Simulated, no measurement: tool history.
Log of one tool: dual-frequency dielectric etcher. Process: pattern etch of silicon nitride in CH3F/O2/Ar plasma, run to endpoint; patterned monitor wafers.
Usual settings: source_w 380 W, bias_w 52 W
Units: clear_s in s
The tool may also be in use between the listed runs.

run    hour  source_w  bias_w  wafers since the last listed run  hours since the last wet clean  hours since the last source power generator calibration  hours since the last bias power generator calibration  hours since the last upper electrode change  incoming incoming film thickness, nm  clear_s
  1     0.0       380      52                                 0                           203.0                                                   3636.9                                                 2960.3                                       4346.8                                 24.86     44.5
  2    26.0       380      52                               305                           229.0                                                   3662.9                                                 2986.3                                       4372.8                                 24.80     44.1
  3    59.1       380      52                               389                           262.1                                                   3696.0                                                 3019.4                                       4405.9                                 24.82     44.2
  4   107.1       380      52                               564                           310.1                                                   3744.0                                                 3067.4                                       4453.9                                 24.81     44.0
  5   175.7       380      52                               807                           378.7                                                   3812.6                                                 3136.0                                       4522.5                                 25.05     44.5
  6   216.6       380      52                               481                           419.6                                                   3853.5                                                 3176.9                                       4563.4                                 25.09     44.7
  7   252.7       380      52                               424                           455.7                                                   3889.6                                                 3213.0                                       4599.5                                 24.95     44.6
      279.2  -- upper electrode replaced
  8   294.5       380      52                               209                           497.5                                                   3931.4                                                 3254.8                                         15.3                                 25.05     44.3
      336.6  -- wet clean of the chamber
  9   337.1       380      52                               218                             0.5                                                   3974.0                                                 3297.4                                         57.9                                 25.10     44.6
 10   389.2       350      52                               613                            52.6                                                   4026.1                                                 3349.5                                        110.0                                 24.71     45.2
 11   457.1       350      52                               799                           120.5                                                   4094.0                                                 3417.4                                        177.9                                 25.01     45.6
 12   528.5       300      45                               840                           191.9                                                   4165.4                                                 3488.8                                        249.3                                 25.39     51.6
 13   591.6       380      63                               742                           255.0                                                   4228.5                                                 3551.9                                        312.4                                 24.97     41.4
 14   661.3       310      58                               820                           324.7                                                   4298.2                                                 3621.6                                        382.1                                 24.72     45.1
 15   706.9       300      40                               536                           370.3                                                   4343.8                                                 3667.2                                        427.7                                 24.95     53.2
 16   761.8       460      40                               646                           425.2                                                   4398.7                                                 3722.1                                        482.6                                 24.80     45.9
      840.5  -- wet clean of the chamber
      870.5  -- source power generator calibrated
 17   894.3       290      43                              1229                            53.8                                                     23.8                                                 3854.6                                        615.1                                 25.05     52.2
 18   939.7       330      40                               534                            99.2                                                     69.2                                                 3900.0                                        660.5                                 24.93     51.7
 19   970.4       310      52                               361                           129.9                                                     99.9                                                 3930.7                                        691.2                                 24.76     47.3
 20  1098.0       380      52                              1501                           257.5                                                    227.5                                                 4058.3                                        818.8                                 24.93     44.4
 21  1158.9       380      44                               716                           318.4                                                    288.4                                                 4119.2                                        879.7                                 24.87     47.1
 22  1268.9       380      52                              1294                           428.4                                                    398.4                                                 4229.2                                        989.7                                 24.76     44.5
 23  1329.8       380      61                               716                           489.3                                                    459.3                                                 4290.1                                       1050.6                                 25.03     42.3
 24  1387.2       380      52                               675                           546.7                                                    516.7                                                 4347.5                                       1108.0                                 24.50     43.7
     1414.8  -- wet clean of the chamber
 25  1459.1       380      52                               563                            44.3                                                    588.6                                                 4419.4                                       1179.9                                 24.90     44.2
     1506.6  -- bias power generator calibrated
 26  1668.6       380      52                              2418                           253.8                                                    798.1                                                  162.0                                       1389.4                                 24.92     44.4
 27  1729.3       320      52                               714                           314.5                                                    858.8                                                  222.7                                       1450.1                                 24.99     47.2
 28  1766.1       310      40                               433                           351.3                                                    895.6                                                  259.5                                       1486.9                                 24.88     52.3
 29  1826.0       480      41                               704                           411.2                                                    955.5                                                  319.4                                       1546.8                                 24.94     44.7
 30  1866.0       380      57                               470                           451.2                                                    995.5                                                  359.4                                       1586.8                                 24.80     42.7
 31  1943.8       460      57                               915                           529.0                                                   1073.3                                                  437.2                                       1664.6                                 25.14     40.4
     1986.6  -- wet clean of the chamber
 32  2008.2       450      45                               475                            21.6                                                   1137.7                                                  501.6                                       1729.0                                 24.72     43.8
 33  2056.1       380      52                               563                            69.5                                                   1185.6                                                  549.5                                       1776.9                                 24.90     44.1
 34  2088.8       430      57                               384                           102.2                                                   1218.3                                                  582.2                                       1809.6                                 25.14     41.5

Forecast each of these 5 alternatives for the next run:
  A  2089.2       380      52                                 4                           102.6                                                   1218.7                                                  582.6                                       1810.0                                 24.86        ?
  B  2089.2       450      65                                 4                           102.6                                                   1218.7                                                  582.6                                       1810.0                                 24.86        ?
  C  2089.2       480      65                                 4                           102.6                                                   1218.7                                                  582.6                                       1810.0                                 24.86        ?
  D  2089.2       460      52                                 4                           102.6                                                   1218.7                                                  582.6                                       1810.0                                 24.86        ?
  E  2089.2       410      44                                 4                           102.6                                                   1218.7                                                  582.6                                       1810.0                                 24.86        ?

run  clear_s
  A     44.6
  B     38.7
  C     37.8
  D     41.8
  E     46.2
Without the tool's hidden state the same runs would have given:
run  clear_s
  A     44.6
  B     38.7
  C     37.8
  D     41.8
  E     46.2
